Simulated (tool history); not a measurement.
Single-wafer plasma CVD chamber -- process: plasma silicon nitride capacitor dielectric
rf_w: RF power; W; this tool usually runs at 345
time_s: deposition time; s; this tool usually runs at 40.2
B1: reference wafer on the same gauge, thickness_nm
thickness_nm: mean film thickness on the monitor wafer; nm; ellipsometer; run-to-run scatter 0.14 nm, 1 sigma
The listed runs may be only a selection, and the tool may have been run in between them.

Run 1, hour 0: usual settings but rf_w 385 W; B1 47.837. Result: thickness_nm 52.47 nm.
Run 2, hour 62.9: usual settings but rf_w 385 W; B1 47.849. Result: thickness_nm 52.613 nm.
Run 3, hour 107: usual settings but rf_w 380 W; B1 47.858. Result: thickness_nm 52.517 nm.
Run 4, hour 165.1: usual settings but rf_w 380 W; B1 47.87. Result: thickness_nm 52.477 nm.
Run 5, hour 242.6: usual settings but rf_w 380 W; B1 47.892. Result: thickness_nm 52.617 nm.
Run 6, hour 294.1: usual settings; B1 47.938. Result: thickness_nm 50.736 nm.
Run 7, hour 377.6: usual settings but time_s 37.7 s; B1 47.932. Result: thickness_nm 47.664 nm.
Run 8, hour 441.2: usual settings but time_s 37.7 s; B1 47.954. Result: thickness_nm 47.946 nm.
Run 9, hour 530.8: usual settings but time_s 37.7 s; B1 47.973. Result: thickness_nm 48.037 nm.
Run 10, hour 577.4: usual settings; B1 47.999. Result: thickness_nm 50.849 nm.
Run 11, hour 665.7: usual settings; B1 47.995. Result: thickness_nm 51.222 nm.
Run 12, hour 769.1: usual settings; B1 48.066. Result: thickness_nm 51.287 nm.
Run 13, hour 834.8: usual settings; B1 48.054. Result: thickness_nm 51.136 nm.
Run 14, hour 905.1: usual settings; B1 48.076. Result: thickness_nm 51.021 nm.
Run 15, hour 1189.7: usual settings but time_s 44.7 s; B1 48.145. Result: thickness_nm 56.737 nm.
Run 16, hour 1272.3: usual settings; B1 48.193. Result: thickness_nm 51.231 nm.
Run 17, hour 1318.9: usual settings; B1 48.195. Result: thickness_nm 51.349 nm.
Run 18, hour 1401.8: usual settings; B1 48.233. Result: thickness_nm 51.439 nm.
Run 19, hour 1477: usual settings; B1 48.232. Result: thickness_nm 51.434 nm.
Run 20, hour 1550.4: usual settings; B1 48.253. Result: thickness_nm 51.443 nm.
At hour 1590: RF generator calibrated.
Run 21, hour 1595.3: usual settings; B1 48.254. Result: thickness_nm 51.261 nm.
Run 22, hour 1676.5: usual settings but rf_w 360 W, time_s 37.5 s; B1 48.265. Result: thickness_nm 48.489 nm.
Run 23, hour 1765.7: usual settings but rf_w 280 W, time_s 34.4 s; B1 48.288. Result: thickness_nm 41.381 nm.
Run 24, hour 1817.3: usual settings but time_s 45.2 s; B1 48.286. Result: thickness_nm 57.777 nm.
Run 25, hour 1885.7: usual settings; B1 48.349. Result: thickness_nm 51.283 nm.
Run 26, hour 1956.2: usual settings but rf_w 290 W, time_s 37.5 s; B1 48.362. Result: thickness_nm 45.528 nm.
Run 27, hour 2037.7: usual settings; B1 48.382. Result: thickness_nm 51.335 nm.
At hour 2054.5: showerhead replaced.
Run 28, hour 2085.1: usual settings but rf_w 285 W, time_s 35.7 s; B1 48.381. Result: thickness_nm 43.227 nm.
Run 29, hour 2124.8: usual settings but rf_w 290 W, time_s 43.6 s; B1 48.402. Result: thickness_nm 53.469 nm.
At hour 2126.6: gauge calibrated.
Run 30, hour 2220.8: usual settings but rf_w 380 W; B1 47.653. Result: thickness_nm 52.183 nm.
Run 31, hour 2542.5: usual settings but rf_w 285 W, time_s 45.5 s; B1 47.729. Result: thickness_nm 54.283 nm.
Run 32, hour 2601.1: usual settings but rf_w 305 W, time_s 34.5 s; B1 47.762. Result: thickness_nm 42.12 nm.
Run 33, hour 2707.5: usual settings but rf_w 405 W, time_s 34.8 s; B1 47.808. Result: thickness_nm 46.355 nm.
Run 34, hour 2783: usual settings; B1 47.797. Result: thickness_nm 50.683 nm.
Run 35, hour 2833.5: usual settings but rf_w 375 W, time_s 46.1 s; B1 47.784. Result: thickness_nm 59.631 nm.
Run 36, hour 2928.3: usual settings but rf_w 405 W, time_s 34.8 s; B1 47.856. Result: thickness_nm 46.267 nm.
Run 37, hour 3001.9: usual settings but rf_w 300 W, time_s 44.3 s; B1 47.869. Result: thickness_nm 53.827 nm.
Run 38, hour 3076: usual settings but rf_w 400 W, time_s 34.3 s; B1 47.857. Result: thickness_nm 45.502 nm.
Run 39, hour 3116.6: usual settings but rf_w 410 W, time_s 46.5 s; B1 47.884. Result: thickness_nm 61.566 nm.
Run 40, hour 3222.4: usual settings but rf_w 415 W, time_s 36.3 s; B1 47.918. Result: thickness_nm 48.719 nm.
Run 41, hour 3270.6: usual settings but rf_w 390 W, time_s 33.1 s; B1 47.939. Result: thickness_nm 43.469 nm.

Alternative continuations, all from the tool just after run 41; predict every row:
Run A, hour 3271: usual settings; B1 ?. Result: thickness_nm ?.
Run B, hour 3271: usual settings but rf_w 285 W, time_s 36.7 s; B1 ?. Result: thickness_nm ?.
Run C, hour 3271: usual settings but rf_w 365 W, time_s 44.7 s; B1 ?. Result: thickness_nm ?.
Run D, hour 3271: usual settings but rf_w 320 W, time_s 47.2 s; B1 ?. Result: thickness_nm ?.

run      B1  thickness_nm
  A  47.925        51.094
  B  47.925        44.117
  C  47.925        57.758
  D  47.925        58.687
With no hidden state in the tool, these same runs would have given:
run  thickness_nm
  A        50.638
  B        43.724
  C        57.242
  D        58.163
